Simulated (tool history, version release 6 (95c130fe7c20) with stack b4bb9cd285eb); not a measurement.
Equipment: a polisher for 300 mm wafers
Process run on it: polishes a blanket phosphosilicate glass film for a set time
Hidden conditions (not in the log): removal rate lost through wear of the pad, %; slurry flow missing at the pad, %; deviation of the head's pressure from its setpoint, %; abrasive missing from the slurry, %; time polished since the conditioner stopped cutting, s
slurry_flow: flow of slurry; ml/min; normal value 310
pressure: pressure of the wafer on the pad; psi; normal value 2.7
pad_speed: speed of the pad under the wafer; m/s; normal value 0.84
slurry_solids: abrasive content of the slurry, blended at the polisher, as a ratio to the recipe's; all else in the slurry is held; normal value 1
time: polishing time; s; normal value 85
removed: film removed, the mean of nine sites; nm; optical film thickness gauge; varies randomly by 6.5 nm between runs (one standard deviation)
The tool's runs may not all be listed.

run,hour,slurry_flow,pressure,pad_speed,slurry_solids,time,wafers since the last listed run,wafers polished on this pad,hours since the slurry nozzle was cleaned,hours since the head pressure was calibrated,hours since the slurry blender was calibrated,hours since the conditioning disc was replaced,"incoming thickness of the incoming film, nm",removed
1,0,310,2.7,0.84,1,85,0,7149,71.7,542.8,703.5,619.5,4589.1,571.5
# hour 10.2: slurry blender recalibrated
2,41.2,260,2,1.02,0.85,85,447,7596,112.9,584,31,660.7,4573.8,472.3
# hour 197.6: worn pad replaced by a new one
# hour 213.3: conditioning disc replaced and pad reconditioned
3,347.3,310,2.1,1.14,1.2,108,3424,1685,419,890.1,337.1,134,4622.4,834.7
4,438.4,310,1.8,0.84,1.15,105,1039,2725,510.1,981.2,428.2,225.1,4554.8,545.6
5,521.6,350,2.7,1.08,1,73,949,3674,593.3,1064.4,511.4,308.3,4521.2,652.2
6,578.2,310,2.7,1.04,1,85,645,4320,649.9,1121,568,364.9,4580,725
7,653.9,310,2.7,0.92,1,63,863,5184,725.6,1196.7,643.7,440.6,4544,474.4
# hour 659.4: head pressure recalibrated
8,735.2,310,2.7,0.84,1,85,904,6089,806.9,75.8,725,521.9,4639.3,591.5
# hour 761: slurry nozzle cleaned
9,779.1,310,2.7,0.84,1.1,85,489,6578,18.1,119.7,768.9,565.8,4588.2,612.2
# hour 790.2: slurry blender recalibrated
10,841.9,235,2.2,0.84,1,85,693,7272,80.9,182.5,51.7,628.6,4563.4,472.8
# hour 855.1: worn pad replaced by a new one
# hour 924.2: conditioning disc replaced and pad reconditioned
11,934.2,310,2.7,0.84,1,85,984,880,173.2,274.8,144,10,4524.6,611.6
12,1035.8,310,2.7,0.84,1,85,1159,2039,274.8,376.4,245.6,111.6,4541.9,622.3
13,1099.2,310,2.7,0.84,1,85,723,2763,338.2,439.8,309,175,4493.5,612.4
14,1192.3,310,2.7,0.58,1,85,1062,3825,431.3,532.9,402.1,268.1,4529.2,456
15,1259.9,310,2.7,0.84,1.1,104,771,4596,498.9,600.5,469.7,335.7,4594.7,764.5

What does the tool deliver on the next run?
16,1336.1,365,2.7,0.92,0.9,85,869,5466,575.1,676.7,545.9,411.9,4582.9,?

removed: 611.6 nm
Without the tool's hidden state the same run would have given removed 644.3 nm.
